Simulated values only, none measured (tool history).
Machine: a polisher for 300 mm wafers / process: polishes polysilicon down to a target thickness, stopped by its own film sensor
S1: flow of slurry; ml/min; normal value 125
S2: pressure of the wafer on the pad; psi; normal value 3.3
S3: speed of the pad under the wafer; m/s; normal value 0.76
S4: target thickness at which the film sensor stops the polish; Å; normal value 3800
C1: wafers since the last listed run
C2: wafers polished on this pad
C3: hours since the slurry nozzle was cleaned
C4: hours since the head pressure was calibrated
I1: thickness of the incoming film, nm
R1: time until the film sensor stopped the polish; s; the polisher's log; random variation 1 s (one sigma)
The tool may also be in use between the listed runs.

Run 1, hour 0.0: usual settings but S4 3050 Å; C1 0; C2 41; C3 182.6; C4 257.8; I1 857.3. Result: R1 65.7 s.
Run 2, hour 16.5: usual settings but S1 95 ml/min, S3 0.68 m/s; C1 151; C2 192; C3 199.1; C4 274.3; I1 854.0. Result: R1 64.3 s.
Run 3, hour 30.3: usual settings but S1 95 ml/min, S3 0.68 m/s; C1 126; C2 318; C3 212.9; C4 288.1; I1 861.7. Result: R1 65.2 s.
Run 4, hour 40.8: usual settings but S3 0.94 m/s; C1 96; C2 415; C3 223.4; C4 298.6; I1 850.0. Result: R1 48.5 s.
Run 5, hour 49.6: usual settings but S3 0.94 m/s; C1 80; C2 495; C3 232.2; C4 307.4; I1 857.7. Result: R1 49.0 s.
Run 6, hour 97.3: usual settings but S1 105 ml/min; C1 436; C2 932; C3 279.9; C4 355.1; I1 865.8. Result: R1 60.9 s.
Run 7, hour 133.4: usual settings but S1 105 ml/min; C1 330; C2 1263; C3 316.0; C4 391.2; I1 871.5. Result: R1 61.7 s.
Run 8, hour 141.6: usual settings but S1 105 ml/min; C1 75; C2 1338; C3 324.2; C4 399.4; I1 860.4. Result: R1 59.2 s.
At hour 151.0: worn pad replaced by a new one.
Run 9, hour 154.8: usual settings; C1 84; C2 35; C3 337.4; C4 412.6; I1 855.0. Result: R1 55.3 s.
Run 10, hour 161.0: usual settings; C1 56; C2 91; C3 343.6; C4 418.8; I1 859.1. Result: R1 57.6 s.
Run 11, hour 173.2: usual settings but S3 0.70 m/s, S4 4440 Å; C1 111; C2 203; C3 355.8; C4 431.0; I1 851.1. Result: R1 50.7 s.
At hour 178.4: slurry nozzle cleaned.
Run 12, hour 224.4: usual settings but S3 0.70 m/s, S4 4440 Å; C1 459; C2 663; C3 46.0; C4 482.2; I1 863.1. Result: R1 52.8 s.
Run 13, hour 237.8: usual settings but S4 2570 Å; C1 122; C2 786; C3 59.4; C4 495.6; I1 871.3. Result: R1 72.8 s.
At hour 260.2: head pressure recalibrated.
Run 14, hour 271.8: usual settings but S4 2570 Å; C1 293; C2 1079; C3 93.4; C4 11.6; I1 853.6. Result: R1 70.2 s.
Run 15, hour 282.1: usual settings; C1 94; C2 1173; C3 103.7; C4 21.9; I1 856.7. Result: R1 58.1 s.
Run 16, hour 300.0: usual settings; C1 163; C2 1337; C3 121.6; C4 39.8; I1 861.0. Result: R1 56.2 s.
At hour 313.3: worn pad replaced by a new one.
Run 17, hour 313.8: usual settings; C1 89; C2 4; C3 135.4; C4 53.6; I1 874.7. Result: R1 58.9 s.
Run 18, hour 325.6: usual settings; C1 108; C2 112; C3 147.2; C4 65.4; I1 849.4. Result: R1 55.8 s.
Run 19, hour 331.6: usual settings but S1 155 ml/min, S2 4.4 psi; C1 54; C2 167; C3 153.2; C4 71.4; I1 856.4. Result: R1 40.2 s.
Run 20, hour 345.2: usual settings but S1 90 ml/min, S2 2.6 psi; C1 124; C2 292; C3 166.8; C4 85.0; I1 853.1. Result: R1 78.1 s.
Run 21, hour 354.6: usual settings; C1 86; C2 378; C3 176.2; C4 94.4; I1 876.9. Result: R1 59.0 s.
Run 22, hour 364.2: usual settings but S1 105 ml/min; C1 87; C2 466; C3 185.8; C4 104.0; I1 862.6. Result: R1 59.1 s.
Run 23, hour 375.7: usual settings; C1 105; C2 571; C3 197.3; C4 115.5; I1 876.2. Result: R1 57.2 s.
Run 24, hour 384.4: usual settings; C1 79; C2 651; C3 206.0; C4 124.2; I1 875.2. Result: R1 58.7 s.
Run 25, hour 392.5: usual settings but S1 90 ml/min; C1 74; C2 725; C3 214.1; C4 132.3; I1 841.6. Result: R1 59.0 s.
Run 26, hour 399.1: usual settings; C1 60; C2 786; C3 220.7; C4 138.9; I1 859.2. Result: R1 58.5 s.
Run 27, hour 416.1: usual settings but S1 160 ml/min, S2 4.3 psi, S4 5060 Å; C1 155; C2 941; C3 237.7; C4 155.9; I1 865.1. Result: R1 31.3 s.
Run 28, hour 424.3: usual settings but S1 145 ml/min, S2 2.4 psi, S3 1.00 m/s, S4 2910 Å; C1 75; C2 1016; C3 245.9; C4 164.1; I1 841.5. Result: R1 72.6 s.
Run 29, hour 439.1: usual settings but S2 2.8 psi; C1 135; C2 1152; C3 260.7; C4 178.9; I1 856.2. Result: R1 68.6 s.
At hour 443.7: worn pad replaced by a new one.
Run 30, hour 455.5: usual settings; C1 113; C2 107; C3 277.1; C4 195.3; I1 861.3. Result: R1 57.5 s.
Run 31, hour 470.0: usual settings but S1 145 ml/min, S2 3.9 psi, S4 2870 Å; C1 132; C2 240; C3 291.6; C4 209.8; I1 866.5. Result: R1 54.8 s.
Run 32, hour 482.3: usual settings but S3 0.58 m/s; C1 112; C2 353; C3 303.9; C4 222.1; I1 859.9. Result: R1 64.2 s.
Run 33, hour 510.0: usual settings but S2 3.8 psi, S3 1.02 m/s; C1 253; C2 607; C3 331.6; C4 249.8; I1 848.5. Result: R1 40.2 s.
Run 34, hour 522.0: usual settings but S3 0.64 m/s; C1 109; C2 716; C3 343.6; C4 261.8; I1 855.3. Result: R1 63.2 s.
Run 35, hour 530.5: usual settings; C1 77; C2 794; C3 352.1; C4 270.3; I1 855.2. Result: R1 58.2 s.
Run 36, hour 539.0: usual settings but S1 155 ml/min, S3 0.98 m/s, S4 4860 Å; C1 77; C2 872; C3 360.6; C4 278.8; I1 871.7. Result: R1 37.1 s.

What the log doesn't show, run by run:
removal rate lost through wear of the pad, %: 0, the same for each run
slurry flow missing at the pad, %: 0, the same for each run
deviation of the head's pressure from its setpoint, %: 0, the same for each run
